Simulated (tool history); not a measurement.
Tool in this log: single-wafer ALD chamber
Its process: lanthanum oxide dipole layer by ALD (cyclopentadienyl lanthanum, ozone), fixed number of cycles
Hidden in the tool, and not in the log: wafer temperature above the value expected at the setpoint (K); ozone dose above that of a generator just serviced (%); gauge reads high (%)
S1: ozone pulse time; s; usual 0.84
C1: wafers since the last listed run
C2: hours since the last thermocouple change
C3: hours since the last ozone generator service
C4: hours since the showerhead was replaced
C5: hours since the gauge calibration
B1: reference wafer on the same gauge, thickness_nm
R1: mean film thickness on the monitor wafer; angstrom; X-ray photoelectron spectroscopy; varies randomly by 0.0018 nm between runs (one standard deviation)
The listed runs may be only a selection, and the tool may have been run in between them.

run	hour	S1	C1	C2	C3	C4	C5	B1	R1
1	0.0	1.01	0	1234.8	343.8	5112.0	483.7	0.432	4.99
2	73.2	1.01	1062	1308.0	417.0	5185.2	556.9	0.432	5.03
3	156.5	0.84	1209	1391.3	500.3	5268.5	640.2	0.431	4.66
4	214.9	0.84	847	1449.7	558.7	5326.9	698.6	0.432	4.68
5	273.7	0.84	853	1508.5	617.5	5385.7	757.4	0.431	4.69
6	346.5	0.84	1056	1581.3	690.3	5458.5	830.2	0.431	4.66
# hour 368.1: gauge calibrated
7	422.6	0.84	1104	1657.4	766.4	5534.6	54.5	0.432	4.67
8	470.0	0.92	687	1704.8	813.8	5582.0	101.9	0.432	4.79
# hour 549.2: ozone generator serviced
9	549.9	1.01	1043	1784.7	0.7	5661.9	181.8	0.431	5.01

Estimate the outcome of run 10 from the log above:
# hour 564.5: showerhead replaced
10	651.7	0.64	1361	1886.5	102.5	87.2	283.6	?	?

{"run 10": {"B1": 0.432, "R1": 4.17}}
With the hidden condition absent and the run-to-run variation left alone, this run would have shown R1 4.19 angstrom.
